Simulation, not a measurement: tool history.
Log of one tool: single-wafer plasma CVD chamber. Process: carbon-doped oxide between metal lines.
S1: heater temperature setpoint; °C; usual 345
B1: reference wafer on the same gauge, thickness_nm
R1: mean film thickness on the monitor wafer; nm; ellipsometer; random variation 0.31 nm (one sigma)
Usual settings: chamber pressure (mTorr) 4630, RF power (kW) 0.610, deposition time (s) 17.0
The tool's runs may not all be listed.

Run 1, hour 0.0: usual settings; B1 86.799. Result: R1 96.952 nm.
At hour 108.7: thermocouple changed; heater temperature recalibrated.
Run 2, hour 198.2: usual settings; B1 86.645. Result: R1 97.761 nm.
Run 3, hour 234.3: usual settings; B1 86.808. Result: R1 98.085 nm.
Run 4, hour 285.3: usual settings but RF power (kW) 0.580; B1 86.836. Result: R1 93.203 nm.
Run 5, hour 333.1: usual settings but RF power (kW) 0.580; B1 86.958. Result: R1 94.400 nm.
Run 6, hour 404.4: usual settings but RF power (kW) 0.580; B1 86.808. Result: R1 93.967 nm.
At hour 427.9: RF generator calibrated.
Run 7, hour 445.7: usual settings; B1 86.830. Result: R1 99.281 nm.
Run 8, hour 488.5: usual settings; B1 86.769. Result: R1 98.898 nm.
Run 9, hour 533.5: usual settings; B1 86.977. Result: R1 99.174 nm.
Run 10, hour 595.2: usual settings but chamber pressure (mTorr) 3620, RF power (kW) 0.725, deposition time (s) 18.2; B1 86.815. Result: R1 118.136 nm.
At hour 642.2: gauge calibrated.
Run 11, hour 643.9: usual settings but chamber pressure (mTorr) 5080; B1 86.910. Result: R1 99.867 nm.
Run 12, hour 686.7: usual settings but S1 358 °C; B1 86.779. Result: R1 95.431 nm.
Run 13, hour 725.3: usual settings but S1 331 °C, chamber pressure (mTorr) 3610, RF power (kW) 0.540; B1 86.803. Result: R1 90.171 nm.
Run 14, hour 774.5: usual settings but chamber pressure (mTorr) 5450; B1 86.796. Result: R1 100.549 nm.
At hour 788.1: showerhead replaced.
Run 15, hour 822.1: usual settings but S1 335 °C, chamber pressure (mTorr) 4240, RF power (kW) 0.715; B1 86.860. Result: R1 112.906 nm.
Run 16, hour 846.6: usual settings but RF power (kW) 0.700, deposition time (s) 17.9; B1 86.812. Result: R1 114.761 nm.
Run 17, hour 892.2: usual settings; B1 86.775. Result: R1 97.861 nm.
Run 18, hour 948.9: usual settings but S1 337 °C, chamber pressure (mTorr) 5730, deposition time (s) 14.9; B1 86.906. Result: R1 90.328 nm.
Run 19, hour 989.0: usual settings but S1 354 °C, RF power (kW) 0.500; B1 86.738. Result: R1 81.225 nm.
Run 20, hour 1052.8: usual settings but S1 336 °C, chamber pressure (mTorr) 3530, RF power (kW) 0.560, deposition time (s) 15.8; B1 86.850. Result: R1 84.362 nm.
At hour 1074.0: capacitance manometer re-zeroed and calibrated.
Run 21, hour 1111.7: usual settings but S1 339 °C, RF power (kW) 0.515; B1 86.768. Result: R1 86.738 nm.
Run 22, hour 1176.4: usual settings; B1 86.856. Result: R1 97.486 nm.
Run 23, hour 1339.2: usual settings; B1 86.777. Result: R1 98.014 nm.
Run 24, hour 1396.9: usual settings but RF power (kW) 0.500, deposition time (s) 14.8; B1 86.718. Result: R1 71.898 nm.
Run 25, hour 1464.9: usual settings but S1 349 °C; B1 86.882. Result: R1 96.362 nm.
Run 26, hour 1656.1: usual settings; B1 86.640. Result: R1 97.143 nm.
At hour 1707.3: thermocouple changed; heater temperature recalibrated.
Run 27, hour 1720.3: usual settings but chamber pressure (mTorr) 5600, deposition time (s) 19.8; B1 86.804. Result: R1 116.345 nm.

Forecast each of these 5 alternatives for the next run:
Run A, hour 1720.7: usual settings but deposition time (s) 15.1; B1 ?. Result: R1 ?.
Run B, hour 1720.7: usual settings but RF power (kW) 0.670; B1 ?. Result: R1 ?.
Run C, hour 1720.7: usual settings but chamber pressure (mTorr) 5460; B1 ?. Result: R1 ?.
Run D, hour 1720.7: usual settings but S1 332 °C, chamber pressure (mTorr) 5420, RF power (kW) 0.525, deposition time (s) 13.7; B1 ?. Result: R1 ?.
Run E, hour 1720.7: usual settings but S1 349 °C, chamber pressure (mTorr) 3580, RF power (kW) 0.575, deposition time (s) 19.7; B1 ?. Result: R1 ?.

run      B1       R1
  A  86.720   87.190
  B  86.720  105.414
  C  86.720   99.949
  D  86.720   73.911
  E  86.720  103.906
Without the tool's hidden state the same runs would have given:
run       R1
  A   88.761
  B  107.276
  C  101.749
  D   75.313
  E  105.777
